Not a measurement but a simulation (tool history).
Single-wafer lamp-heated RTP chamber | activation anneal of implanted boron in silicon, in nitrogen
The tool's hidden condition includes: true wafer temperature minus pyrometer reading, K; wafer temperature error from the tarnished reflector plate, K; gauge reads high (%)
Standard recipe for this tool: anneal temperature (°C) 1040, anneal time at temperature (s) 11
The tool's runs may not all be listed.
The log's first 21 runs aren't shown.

| run | hour | anneal temperature (°C) | anneal time at temperature (s) | wafers since the last listed run | wafers since the last pyrometer calibration | wafers since the reflector plate was cleaned | hours since the gauge calibration | read-back reference wafer on the same gauge, sheet resistance | sheet resistance of the implanted and annealed layer (ohm/square) |
|---|---|---|---|---|---|---|---|---|---|
| 22 | 1209.4 | 1062 | 5 | 866 | 2653 | 6949 | 1399.1 | 239.09 | 259.59 |
| 23 | 1259.5 | 1040 | 13 | 1212 | 3865 | 8162 | 1449.2 | 239.11 | 259.25 |
|  | 1294.1 | gauge calibrated |
| 24 | 1296.2 | 1040 | 11 | 888 | 4754 | 9050 | 2.1 | 239.01 | 260.29 |
| 25 | 1345.3 | 1061 | 15 | 1188 | 5942 | 10239 | 51.2 | 238.95 | 257.90 |
|  | 1388.5 | reflector plate cleaned |
| 26 | 1389.0 | 1040 | 11 | 864 | 6806 | 12 | 94.9 | 239.14 | 259.55 |
| 27 | 1418.3 | 1040 | 11 | 709 | 7516 | 721 | 124.2 | 238.87 | 260.27 |
| 28 | 1464.0 | 1040 | 5 | 1106 | 8622 | 1827 | 169.9 | 238.96 | 261.72 |
|  | 1502.6 | pyrometer window cleaned and pyrometer calibrated |
| 29 | 1535.6 | 1056 | 13 | 1539 | 799 | 3366 | 241.5 | 239.07 | 259.27 |
| 30 | 1605.1 | 1061 | 15 | 1682 | 2481 | 5049 | 311.0 | 238.96 | 258.60 |

For run 31, what comes out?
| 31 | 1648.6 | 1040 | 6 | 1052 | 3534 | 6102 | 354.5 | ? | ? |

{"run 31": {"read-back reference wafer on the same gauge, sheet resistance": 239.12, "sheet resistance of the implanted and annealed layer (ohm/square)": 260.98}}
Without the tool's hidden state the same run would have given sheet resistance of the implanted and annealed layer (ohm/square) 260.98.
